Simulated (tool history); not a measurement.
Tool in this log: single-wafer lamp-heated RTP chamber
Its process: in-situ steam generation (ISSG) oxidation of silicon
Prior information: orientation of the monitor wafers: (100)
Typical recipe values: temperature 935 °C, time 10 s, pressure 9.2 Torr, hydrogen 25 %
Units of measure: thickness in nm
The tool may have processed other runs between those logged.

run,day,temperature,time,pressure,hydrogen,wafers since the last listed run,wafers since the last pyrometer calibration,hours since the pressure gauge was zeroed,hours since the hydrogen flow controller was replaced,hours since the gauge calibration,"read-back reference wafer on the same gauge, thickness",thickness
1,0,935,10,9.2,25,0,2750,3302.8,3484.7,602.9,2.781,3.406
2,0.758,950,11,9.2,25,166,2916,3321,3502.9,621.1,2.783,3.632
3,1.475,950,11,9.2,25,157,3073,3338.2,3520.1,638.3,2.779,3.638
4,2.612,950,11,9.2,25,249,3323,3365.5,3547.4,665.6,2.777,3.616
5,3.221,935,10,9.2,25,133,3456,3380.1,3562,680.2,2.779,3.402
6,4.183,935,10,9.2,25,211,3667,3403.2,3585.1,703.3,2.781,3.405
7,4.871,935,10,9.2,25,150,3818,3419.7,3601.6,719.8,2.78,3.413
8,6.096,947,10,9.2,25,268,4087,3449.1,3631,749.2,2.785,3.508
9,7.433,931,10,10.2,25,293,4380,3481.2,3663.1,781.3,2.776,3.29
10,8.429,950,7,9.2,21,218,4599,3505.1,3687,805.2,2.783,2.959
11,9.788,924,10,9.2,25,297,4896,3537.7,3719.6,837.8,2.782,3.341
12,10.5,935,7,9.2,25,156,5053,3554.8,3736.7,854.9,2.781,3.021
13,11.446,935,10,9.2,25,207,5260,3577.5,3759.4,877.6,2.78,3.425
14,12.312,935,10,9.2,25,190,5450,3598.3,3780.2,898.4,2.785,3.44
# day 13.921: hydrogen flow controller replaced
15,13.942,935,10,9.2,25,284,5735,3637.4,0.5,937.5,2.782,3.405
# day 15.621: pyrometer window cleaned and pyrometer calibrated
# day 15.838: pressure gauge zeroed
16,17.638,935,10,9.2,25,690,394,43.2,89.2,1026.2,2.78,3.362
17,18.288,935,10,9.2,25,142,537,58.8,104.8,1041.8,2.78,3.374
18,19.267,942,7,9.2,25,214,752,82.3,128.3,1065.3,2.776,3.022
19,20.308,935,10,9.2,15,228,980,107.3,153.3,1090.3,2.783,2.994
20,21.738,928,7,10.2,21,313,1294,141.6,187.6,1124.6,2.775,2.772
21,22.821,935,8,9.2,30,237,1531,167.6,213.6,1150.6,2.775,3.29
22,23.75,923,12,9.2,19,203,1735,189.9,235.9,1172.9,2.785,3.28
23,25.012,935,10,9.2,25,276,2012,220.2,266.2,1203.2,2.779,3.39
24,26.304,935,14,9.2,16,283,2295,251.2,297.2,1234.2,2.775,3.459
25,27.658,921,9,8.1,20,297,2592,283.7,329.7,1266.7,2.782,3.045
# day 28.162: gauge calibrated
26,32.088,922,8,9.2,25,971,3564,390,436,94.2,2.782,3.077
27,33.442,917,7,9.9,31,297,3861,422.5,468.5,126.7,2.782,3.064
28,34.771,935,12,9.2,31,291,4152,454.4,500.4,158.6,2.778,3.823
29,35.708,935,10,9.2,15,205,4358,476.9,522.9,181.1,2.786,2.995
30,37.088,935,10,9.2,25,302,4660,510,556,214.2,2.777,3.445
31,37.925,922,10,8.6,25,183,4844,530.1,576.1,234.3,2.78,3.384
32,38.604,935,14,9.2,25,148,4993,546.4,592.4,250.6,2.773,3.88

Difference, measured minus no-hidden-state, one row per run. Run-to-run variation is common to both terms; the gauge's own scatter need not be:
The hidden state here: true wafer temperature minus pyrometer reading, K; true pressure minus gauge reading, Torr; deviation of the hydrogen flow from its setpoint, %; gauge reads high (%).
run,thickness
1,+0.038
2,+0.05
3,+0.052
4,+0.056
5,+0.047
6,+0.05
7,+0.052
8,+0.062
9,+0.056
10,+0.05
11,+0.06
12,+0.051
13,+0.072
14,+0.074
15,+0.078
16,+0.013
17,+0.015
18,+0.013
19,+0.018
20,+0.016
21,+0.024
22,+0.03
23,+0.033
24,+0.045
25,+0.033
26,+0.04
27,+0.039
28,+0.076
29,+0.056
30,+0.069
31,+0.065
32,+0.097
